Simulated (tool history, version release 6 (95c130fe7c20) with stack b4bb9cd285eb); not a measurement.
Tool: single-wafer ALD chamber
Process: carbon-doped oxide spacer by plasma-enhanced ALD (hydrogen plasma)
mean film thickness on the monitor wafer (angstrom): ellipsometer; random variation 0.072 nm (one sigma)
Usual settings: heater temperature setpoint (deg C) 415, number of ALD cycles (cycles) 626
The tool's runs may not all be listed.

| run | hour | heater temperature setpoint (deg C) | number of ALD cycles (cycles) | read-back reference wafer on the same gauge, thickness_nm | mean film thickness on the monitor wafer (angstrom) |
|---|---|---|---|---|---|
| 1 | 0 | 415 | 626 | 30.068 | 287.81 |
| 2 | 7.1 | 421 | 713 | 30.118 | 322.69 |
| 3 | 15.4 | 421 | 713 | 30.116 | 322.23 |
| 4 | 28.3 | 421 | 713 | 30.085 | 322.87 |
| 5 | 39.2 | 405 | 626 | 30.08 | 294.67 |
| 6 | 55.5 | 405 | 626 | 30.08 | 295.39 |
| 7 | 64 | 407 | 626 | 30.108 | 295.23 |
| 8 | 75.9 | 407 | 626 | 30.088 | 295.29 |
| 9 | 108.6 | 412 | 695 | 30.096 | 321.04 |
| 10 | 126.5 | 405 | 552 | 30.111 | 259.84 |
| 11 | 137.3 | 405 | 552 | 30.087 | 260.6 |
| 12 | 148.9 | 405 | 552 | 30.12 | 260.3 |
| 13 | 157.4 | 408 | 626 | 30.131 | 294.06 |
| 14 | 166 | 408 | 626 | 30.117 | 293.31 |
| 15 | 182.8 | 415 | 626 | 30.061 | 289.71 |
|  | 207.8 | thermocouple changed; heater temperature recalibrated |
| 16 | 208.3 | 415 | 626 | 30.087 | 287.22 |
| 17 | 227.6 | 415 | 626 | 30.124 | 288.57 |
| 18 | 235.6 | 415 | 626 | 30.123 | 287.62 |
| 19 | 270.4 | 411 | 679 | 30.077 | 315.66 |
| 20 | 279 | 404 | 626 | 30.079 | 296.14 |
| 21 | 291.8 | 415 | 626 | 30.106 | 288.48 |
| 22 | 301 | 425 | 560 | 30.066 | 250.29 |
| 23 | 308.1 | 420 | 544 | 30.089 | 246.16 |
| 24 | 317.8 | 415 | 577 | 30.088 | 266.22 |
| 25 | 330.7 | 415 | 585 | 30.088 | 270 |
| 26 | 339.9 | 429 | 742 | 30.092 | 327.55 |
| 27 | 351.5 | 415 | 626 | 30.065 | 288.97 |
|  | 352.7 | gauge calibrated |
| 28 | 388.9 | 421 | 589 | 30.121 | 266.59 |
| 29 | 404.4 | 415 | 626 | 30.126 | 288.93 |
| 30 | 412.8 | 415 | 585 | 30.119 | 268.43 |
| 31 | 420.5 | 409 | 626 | 30.101 | 292.07 |
| 32 | 429.2 | 406 | 626 | 30.064 | 296.46 |
| 33 | 436 | 415 | 626 | 30.133 | 288.82 |
| 34 | 447 | 401 | 731 | 30.136 | 349 |
| 35 | 458.4 | 410 | 560 | 30.088 | 261.27 |
| 36 | 473.5 | 415 | 626 | 30.122 | 287.25 |
| 37 | 487.5 | 425 | 626 | 30.057 | 280.26 |

What the log doesn't show, run by run:
wafer temperature above the value expected at the setpoint (K): 0 in every run
gauge reads high (%): 0 in every run

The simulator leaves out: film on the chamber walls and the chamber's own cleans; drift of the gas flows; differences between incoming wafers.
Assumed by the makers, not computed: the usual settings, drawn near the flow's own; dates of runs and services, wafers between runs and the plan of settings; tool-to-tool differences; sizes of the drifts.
